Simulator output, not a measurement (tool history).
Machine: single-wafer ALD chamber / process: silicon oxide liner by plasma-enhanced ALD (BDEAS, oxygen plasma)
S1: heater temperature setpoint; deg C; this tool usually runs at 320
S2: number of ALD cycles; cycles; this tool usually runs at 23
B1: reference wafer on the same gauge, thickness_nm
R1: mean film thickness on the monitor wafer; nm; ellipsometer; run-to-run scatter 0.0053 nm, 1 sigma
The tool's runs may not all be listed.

Run 1, hour 0: usual settings; B1 2.279. Result: R1 2.134 nm.
Run 2, hour 59.8: usual settings but S2 21 cycles; B1 2.278. Result: R1 1.943 nm.
Run 3, hour 135: usual settings but S2 21 cycles; B1 2.279. Result: R1 1.937 nm.
Run 4, hour 230.9: usual settings but S2 21 cycles; B1 2.279. Result: R1 1.938 nm.
Run 5, hour 279.8: usual settings; B1 2.28. Result: R1 2.132 nm.
Run 6, hour 343.7: usual settings but S1 313 deg C; B1 2.28. Result: R1 2.157 nm.
Run 7, hour 439.9: usual settings but S1 313 deg C; B1 2.281. Result: R1 2.143 nm.
Run 8, hour 482.1: usual settings; B1 2.28. Result: R1 2.117 nm.
Run 9, hour 572.7: usual settings; B1 2.279. Result: R1 2.128 nm.
Run 10, hour 669: usual settings; B1 2.279. Result: R1 2.125 nm.
Run 11, hour 740.5: usual settings; B1 2.279. Result: R1 2.126 nm.
Run 12, hour 844.7: usual settings; B1 2.28. Result: R1 2.118 nm.
Run 13, hour 902.6: usual settings; B1 2.281. Result: R1 2.119 nm.
Run 14, hour 971.6: usual settings; B1 2.279. Result: R1 2.119 nm.
Run 15, hour 1058.2: usual settings; B1 2.279. Result: R1 2.126 nm.
Run 16, hour 1139.5: usual settings; B1 2.279. Result: R1 2.117 nm.
Run 17, hour 1223: usual settings but S2 25 cycles; B1 2.28. Result: R1 2.306 nm.
Run 18, hour 1268.5: usual settings but S2 25 cycles; B1 2.279. Result: R1 2.302 nm.
At hour 1336.3: thermocouple changed; heater temperature recalibrated.
Run 19, hour 1347.4: usual settings but S2 25 cycles; B1 2.28. Result: R1 2.321 nm.
Run 20, hour 1440.3: usual settings; B1 2.281. Result: R1 2.136 nm.
Run 21, hour 1545.7: usual settings; B1 2.278. Result: R1 2.135 nm.
Run 22, hour 1601.1: usual settings; B1 2.281. Result: R1 2.137 nm.
Run 23, hour 1654.4: usual settings; B1 2.281. Result: R1 2.136 nm.
Run 24, hour 1748.8: usual settings but S1 330 deg C, S2 20 cycles; B1 2.279. Result: R1 1.82 nm.
Run 25, hour 1833.5: usual settings; B1 2.28. Result: R1 2.129 nm.
Run 26, hour 1923.6: usual settings; B1 2.281. Result: R1 2.129 nm.
Run 27, hour 1980.4: usual settings but S1 315 deg C, S2 20 cycles; B1 2.279. Result: R1 1.878 nm.
At hour 2024.5: gauge calibrated.
Run 28, hour 2025.5: usual settings but S1 330 deg C, S2 20 cycles; B1 2.279. Result: R1 1.82 nm.
Run 29, hour 2068.2: usual settings but S1 310 deg C, S2 26 cycles; B1 2.278. Result: R1 2.445 nm.
Run 30, hour 2123.6: usual settings but S1 308 deg C, S2 25 cycles; B1 2.28. Result: R1 2.36 nm.
Run 31, hour 2173.3: usual settings but S1 331 deg C, S2 19 cycles; B1 2.281. Result: R1 1.733 nm.
Run 32, hour 2227.5: usual settings but S1 306 deg C, S2 27 cycles; B1 2.279. Result: R1 2.565 nm.
Run 33, hour 2265.1: usual settings but S1 332 deg C, S2 20 cycles; B1 2.28. Result: R1 1.819 nm.
Run 34, hour 2359.3: usual settings but S1 334 deg C, S2 19 cycles; B1 2.279. Result: R1 1.713 nm.
Run 35, hour 2446.6: usual settings but S1 335 deg C, S2 26 cycles; B1 2.28. Result: R1 2.348 nm.
Run 36, hour 2529.7: usual settings but S1 316 deg C, S2 26 cycles; B1 2.28. Result: R1 2.416 nm.
Run 37, hour 2595: usual settings but S1 312 deg C, S2 27 cycles; B1 2.279. Result: R1 2.525 nm.
Run 38, hour 2691.7: usual settings but S1 314 deg C, S2 20 cycles; B1 2.282. Result: R1 1.859 nm.
Run 39, hour 2784.2: usual settings but S1 333 deg C, S2 21 cycles; B1 2.279. Result: R1 1.89 nm.
Run 40, hour 2843.8: usual settings but S1 329 deg C; B1 2.28. Result: R1 2.1 nm.
Run 41, hour 2936.8: usual settings; B1 2.281. Result: R1 2.123 nm.
Run 42, hour 3012.5: usual settings but S1 327 deg C, S2 19 cycles; B1 2.28. Result: R1 1.732 nm.
Run 43, hour 3116.4: usual settings; B1 2.281. Result: R1 2.127 nm.
Run 44, hour 3215: usual settings but S1 327 deg C; B1 2.28. Result: R1 2.09 nm.
Run 45, hour 3256.4: usual settings but S1 335 deg C, S2 27 cycles; B1 2.28. Result: R1 2.43 nm.
Run 46, hour 3327.7: usual settings but S2 26 cycles; B1 2.281. Result: R1 2.391 nm.
Run 47, hour 3427.3: usual settings but S1 334 deg C; B1 2.281. Result: R1 2.08 nm.

List, for all runs, the conditions of the tool that the log does not record:
gauge reads high (%): 0 in every run
H1: wafer temperature above the value expected at the setpoint (K)
run      H1
  1    2.29
  2    2.42
  3    2.57
  4    2.77
  5    2.87
  6    3.01
  7    3.21
  8    3.29
  9    3.48
 10    3.68
 11    3.83
 12    4.05
 13    4.17
 14    4.31
 15    4.49
 16    4.66
 17    4.83
 18    4.93
 19  -0.153
 20  0.0403
 21   0.259
 22   0.374
 23   0.485
 24   0.681
 25   0.857
 26    1.04
 27    1.16
 28    1.26
 29    1.34
 30    1.46
 31    1.56
 32    1.67
 33    1.75
 34    1.95
 35    2.13
 36     2.3
 37    2.44
 38    2.64
 39    2.83
 40    2.95
 41    3.15
 42     3.3
 43    3.52
 44    3.72
 45    3.81
 46    3.96
 47    4.17

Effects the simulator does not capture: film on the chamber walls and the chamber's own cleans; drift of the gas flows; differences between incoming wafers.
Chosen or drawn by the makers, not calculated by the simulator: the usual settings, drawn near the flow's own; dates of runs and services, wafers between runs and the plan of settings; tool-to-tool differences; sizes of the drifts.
